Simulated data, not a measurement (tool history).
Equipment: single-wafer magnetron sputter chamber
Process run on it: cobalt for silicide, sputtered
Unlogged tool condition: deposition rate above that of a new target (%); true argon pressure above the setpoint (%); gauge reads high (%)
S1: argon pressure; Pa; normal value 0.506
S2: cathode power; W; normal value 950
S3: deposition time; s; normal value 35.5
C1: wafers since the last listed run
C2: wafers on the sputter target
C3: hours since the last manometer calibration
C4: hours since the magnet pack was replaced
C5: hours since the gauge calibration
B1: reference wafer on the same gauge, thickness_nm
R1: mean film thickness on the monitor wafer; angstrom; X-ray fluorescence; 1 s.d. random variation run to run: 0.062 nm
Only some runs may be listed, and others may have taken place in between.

run 1 hour=0 | S1=0.506 S2=950 S3=35.5 | C1=0 C2=8628 C3=526.7 C4=4523.9 C5=1169.8 | B1=16.805 | R1=163.23
run 2 hour=51.1 | S1=0.506 S2=950 S3=35.5 | C1=1279 C2=9907 C3=577.8 C4=4575 C5=1220.9 | B1=16.812 | R1=160.06
run 3 hour=89.3 | S1=0.506 S2=950 S3=35.5 | C1=956 C2=10864 C3=616 C4=4613.2 C5=1259.1 | B1=16.799 | R1=161.35
run 4 hour=133.8 | S1=0.506 S2=950 S3=35.5 | C1=1114 C2=11978 C3=660.5 C4=4657.7 C5=1303.6 | B1=16.803 | R1=162.08
run 5 hour=199.4 | S1=0.506 S2=950 S3=35.5 | C1=1642 C2=13620 C3=726.1 C4=4723.3 C5=1369.2 | B1=16.829 | R1=160.48
-- hour=269.5 sputter target and shields replaced
run 6 hour=281.6 | S1=0.506 S2=950 S3=35.5 | C1=1857 C2=303 C3=808.3 C4=4805.5 C5=1451.4 | B1=16.759 | R1=161.47
run 7 hour=325.8 | S1=0.506 S2=950 S3=35.5 | C1=1106 C2=1410 C3=852.5 C4=4849.7 C5=1495.6 | B1=16.815 | R1=161.87
run 8 hour=425.9 | S1=0.506 S2=950 S3=35.5 | C1=2506 C2=3916 C3=952.6 C4=4949.8 C5=1595.7 | B1=16.797 | R1=159.55
run 9 hour=531.3 | S1=0.506 S2=950 S3=35.5 | C1=2639 C2=6556 C3=1058 C4=5055.2 C5=1701.1 | B1=16.806 | R1=161.55
run 10 hour=637.8 | S1=0.506 S2=1100 S3=35.5 | C1=2666 C2=9222 C3=1164.5 C4=5161.7 C5=1807.6 | B1=16.79 | R1=180.75
run 11 hour=742.7 | S1=0.506 S2=950 S3=35.5 | C1=2626 C2=11849 C3=1269.4 C4=5266.6 C5=1912.5 | B1=16.822 | R1=159.32
run 12 hour=783 | S1=0.506 S2=950 S3=35.5 | C1=1009 C2=12858 C3=1309.7 C4=5306.9 C5=1952.8 | B1=16.822 | R1=160.4
run 13 hour=886.3 | S1=0.506 S2=950 S3=35.5 | C1=2586 C2=15444 C3=1413 C4=5410.2 C5=2056.1 | B1=16.822 | R1=160.17
-- hour=919.6 sputter target and shields replaced
run 14 hour=924 | S1=0.506 S2=950 S3=35.5 | C1=743 C2=110 C3=1450.7 C4=5447.9 C5=2093.8 | B1=16.776 | R1=159.56
run 15 hour=991.4 | S1=0.506 S2=950 S3=35.5 | C1=1687 C2=1798 C3=1518.1 C4=5515.3 C5=2161.2 | B1=16.767 | R1=159.86
run 16 hour=1057.3 | S1=0.506 S2=950 S3=35.5 | C1=1650 C2=3448 C3=1584 C4=5581.2 C5=2227.1 | B1=16.81 | R1=160.15
run 17 hour=1155.3 | S1=0.506 S2=950 S3=35.5 | C1=2453 C2=5902 C3=1682 C4=5679.2 C5=2325.1 | B1=16.799 | R1=159.52
run 18 hour=1255.1 | S1=0.429 S2=950 S3=32.6 | C1=2498 C2=8401 C3=1781.8 C4=5779 C5=2424.9 | B1=16.797 | R1=150.08
run 19 hour=1354.6 | S1=0.39 S2=950 S3=37.8 | C1=2491 C2=10892 C3=1881.3 C4=5878.5 C5=2524.4 | B1=16.796 | R1=177.86
-- hour=1374.9 capacitance manometer re-zeroed and calibrated
-- hour=1443.5 sputter target and shields replaced
run 20 hour=1652 | S1=0.374 S2=800 S3=30.5 | C1=7045 C2=5221 C3=277.1 C4=6175.9 C5=2821.8 | B1=16.79 | R1=127.24
run 21 hour=1696.7 | S1=0.352 S2=1100 S3=32 | C1=1119 C2=6340 C3=321.8 C4=6220.6 C5=2866.5 | B1=16.83 | R1=175.83
-- hour=1713.9 magnet pack replaced
run 22 hour=1788 | S1=0.506 S2=950 S3=35.5 | C1=2085 C2=8426 C3=413.1 C4=74.1 C5=2957.8 | B1=16.812 | R1=162.26
-- hour=1806.1 gauge calibrated
run 23 hour=1851 | S1=0.333 S2=1000 S3=35.5 | C1=1577 C2=10003 C3=476.1 C4=137.1 C5=44.9 | B1=16.791 | R1=181.03
run 24 hour=1933.1 | S1=0.311 S2=1150 S3=32.6 | C1=2055 C2=12059 C3=558.2 C4=219.2 C5=127 | B1=16.781 | R1=189.77
-- hour=1942.8 sputter target and shields replaced
run 25 hour=1974.4 | S1=0.506 S2=950 S3=35.5 | C1=833 C2=790 C3=599.5 C4=260.5 C5=168.3 | B1=16.769 | R1=163.36
run 26 hour=2013.8 | S1=0.389 S2=1050 S3=37.8 | C1=986 C2=1776 C3=638.9 C4=299.9 C5=207.7 | B1=16.802 | R1=198.28
run 27 hour=2074.1 | S1=0.506 S2=950 S3=28.5 | C1=1509 C2=3286 C3=699.2 C4=360.2 C5=268 | B1=16.785 | R1=130.02
run 28 hour=2137.7 | S1=0.419 S2=1000 S3=42.1 | C1=1592 C2=4879 C3=762.8 C4=423.8 C5=331.6 | B1=16.82 | R1=207.69
run 29 hour=2209 | S1=0.419 S2=1000 S3=42.1 | C1=1785 C2=6664 C3=834.1 C4=495.1 C5=402.9 | B1=16.797 | R1=207.33
run 30 hour=2295.1 | S1=0.305 S2=1150 S3=30.7 | C1=2155 C2=8820 C3=920.2 C4=581.2 C5=489 | B1=16.802 | R1=178.53
run 31 hour=2380.1 | S1=0.418 S2=950 S3=39.2 | C1=2128 C2=10948 C3=1005.2 C4=666.2 C5=574 | B1=16.767 | R1=185.01
-- hour=2437.1 sputter target and shields replaced
run 32 hour=2472.3 | S1=0.688 S2=950 S3=33.7 | C1=2108 C2=880 C3=1097.4 C4=758.4 C5=666.2 | B1=16.816 | R1=141.44
run 33 hour=2522.9 | S1=0.506 S2=1150 S3=35.5 | C1=1266 C2=2147 C3=1148 C4=809 C5=716.8 | B1=16.836 | R1=189.02
run 34 hour=2625.7 | S1=0.506 S2=950 S3=35.5 | C1=2573 C2=4721 C3=1250.8 C4=911.8 C5=819.6 | B1=16.795 | R1=160.64
run 35 hour=2697.7 | S1=0.691 S2=1050 S3=30.2 | C1=1802 C2=6524 C3=1322.8 C4=983.8 C5=891.6 | B1=16.798 | R1=137.01

Exercise: give the hidden state of the tool at every run:
deposition rate above that of a new target (%): 0, the same for each run
gauge reads high (%): 0, the same for each run
H1: true argon pressure above the setpoint (%)
run=1 H1=3.46
run=2 H1=3.81
run=3 H1=4.08
run=4 H1=4.39
run=5 H1=4.84
run=6 H1=5.41
run=7 H1=5.72
run=8 H1=6.42
run=9 H1=7.15
run=10 H1=7.89
run=11 H1=8.62
run=12 H1=8.9
run=13 H1=9.62
run=14 H1=9.88
run=15 H1=10.3
run=16 H1=10.8
run=17 H1=11.5
run=18 H1=12.2
run=19 H1=12.9
run=20 H1=0.222
run=21 H1=0.533
run=22 H1=1.17
run=23 H1=1.6
run=24 H1=2.18
run=25 H1=2.46
run=26 H1=2.74
run=27 H1=3.16
run=28 H1=3.6
run=29 H1=4.09
run=30 H1=4.69
run=31 H1=5.28
run=32 H1=5.92
run=33 H1=6.27
run=34 H1=6.99
run=35 H1=7.49

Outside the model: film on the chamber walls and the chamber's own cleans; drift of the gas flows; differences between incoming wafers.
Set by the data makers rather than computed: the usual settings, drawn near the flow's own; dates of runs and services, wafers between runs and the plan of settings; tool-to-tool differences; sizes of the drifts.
